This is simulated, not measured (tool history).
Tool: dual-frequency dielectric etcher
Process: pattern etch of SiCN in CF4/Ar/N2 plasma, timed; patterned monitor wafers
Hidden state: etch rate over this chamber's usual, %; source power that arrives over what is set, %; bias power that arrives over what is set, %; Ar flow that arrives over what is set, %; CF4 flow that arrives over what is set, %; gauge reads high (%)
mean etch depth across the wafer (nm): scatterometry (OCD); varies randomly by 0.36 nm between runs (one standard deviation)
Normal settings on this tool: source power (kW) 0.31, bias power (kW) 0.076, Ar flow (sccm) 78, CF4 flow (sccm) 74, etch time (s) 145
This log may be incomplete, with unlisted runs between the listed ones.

run,day,source power (kW),bias power (kW),Ar flow (sccm),CF4 flow (sccm),etch time (s),wafers since the last listed run,hours since the last wet clean,hours since the last source power generator calibration,hours since the last bias power generator calibration,hours since the last Ar flow controller change,hours since the last CF4 flow controller change,hours since the last upper electrode change,hours since the gauge calibration,"read-back reference wafer on the same gauge, depth_nm",mean etch depth across the wafer (nm)
1,0,0.33,0.076,78,74,145,0,58.4,3163.5,78.4,3077.3,4691.8,3636,520.7,108,112.7
2,2.058,0.31,0.076,78,74,145,466,107.8,3212.9,127.8,3126.7,4741.2,3685.4,570.1,108.1,106.8
3,3.354,0.26,0.092,87,74,132.5,293,138.9,3244,158.9,3157.8,4772.3,3716.5,601.2,108.1,90.3
# day 4.454: CF4 flow controller replaced
4,5.829,0.36,0.085,78,74,145,504,198.3,3303.4,218.3,3217.2,33,3775.9,660.6,108,128.1
# day 7.312: source power generator calibrated
5,10.717,0.35,0.061,64,74,145,1069,315.6,81.7,335.6,3334.5,150.3,3893.2,777.9,107.9,111.7
6,11.929,0.31,0.076,78,74,129.5,274,344.7,110.8,364.7,3363.6,179.4,3922.3,807,108.1,97.3
7,14.304,0.27,0.09,93,74,145,538,401.7,167.8,421.7,3420.6,236.4,3979.3,864,108,102.3
# day 15.792: wet clean of the chamber
8,15.812,0.31,0.076,78,74,145,115,0.5,204,457.9,3456.8,272.6,4015.5,900.2,107.9,106.1
9,16.425,0.31,0.076,78,74,145,138,15.2,218.7,472.6,3471.5,287.3,4030.2,914.9,108.1,106.3
10,18.592,0.38,0.061,78,68,161.5,490,67.2,270.7,524.6,3523.5,339.3,4082.2,966.9,108.1,127.7
# day 19.312: Ar flow controller replaced
11,20.379,0.27,0.076,64,74,145,348,110.1,313.6,567.5,25.6,382.2,4125.1,1009.8,108.1,96.9
# day 22.362: gauge calibrated
# day 23.838: upper electrode replaced
12,23.858,0.37,0.065,78,59,145,561,193.6,397.1,651,109.1,465.7,0.5,35.9,108,115.9
13,29.058,0.31,0.076,78,59,145,1178,318.4,521.9,775.8,233.9,590.5,125.3,160.7,107.8,106.3
# day 30.954: wet clean of the chamber
14,31.779,0.39,0.061,78,74,145,389,19.8,587.2,841.1,299.2,655.8,190.6,226,107.9,118
15,33.812,0.28,0.076,78,74,163,460,68.6,636,889.9,348,704.6,239.4,274.8,107.9,109.4
16,35.329,0.31,0.061,67,74,145,343,105,672.4,926.3,384.4,741,275.8,311.2,108,98.4
17,38.017,0.28,0.076,78,74,163,608,169.5,736.9,990.8,448.9,805.5,340.3,375.7,108,111.3
18,40.629,0.34,0.076,60,74,179.5,591,232.2,799.6,1053.5,511.6,868.2,403,438.4,108,150.4
19,42.233,0.38,0.076,78,85,145,363,270.7,838.1,1092,550.1,906.7,441.5,476.9,108,130.9
20,43.346,0.27,0.076,68,74,123.5,252,297.4,864.8,1118.7,576.8,933.4,468.2,503.6,107.9,83.5

5 ways to go on from here, each from the tool as it stands after run 20. What would each give?
A,43.367,0.31,0.076,78,74,145,4,297.9,865.3,1119.2,577.3,933.9,468.7,504.1,?,?
B,43.367,0.31,0.061,78,61,165.5,4,297.9,865.3,1119.2,577.3,933.9,468.7,504.1,?,?
C,43.367,0.36,0.076,78,84,157,4,297.9,865.3,1119.2,577.3,933.9,468.7,504.1,?,?
D,43.367,0.31,0.088,78,85,145,4,297.9,865.3,1119.2,577.3,933.9,468.7,504.1,?,?
E,43.367,0.27,0.076,78,74,168.5,4,297.9,865.3,1119.2,577.3,933.9,468.7,504.1,?,?

run,"read-back reference wafer on the same gauge, depth_nm",mean etch depth across the wafer (nm)
A,108,109.2
B,108,111.4
C,108,135.9
D,108,117.7
E,108,112.6
Stripped of hidden state, with their random variation kept, the same runs would have yielded:
run,mean etch depth across the wafer (nm)
A,106.2
B,108.2
C,132.1
D,114.4
E,109.5
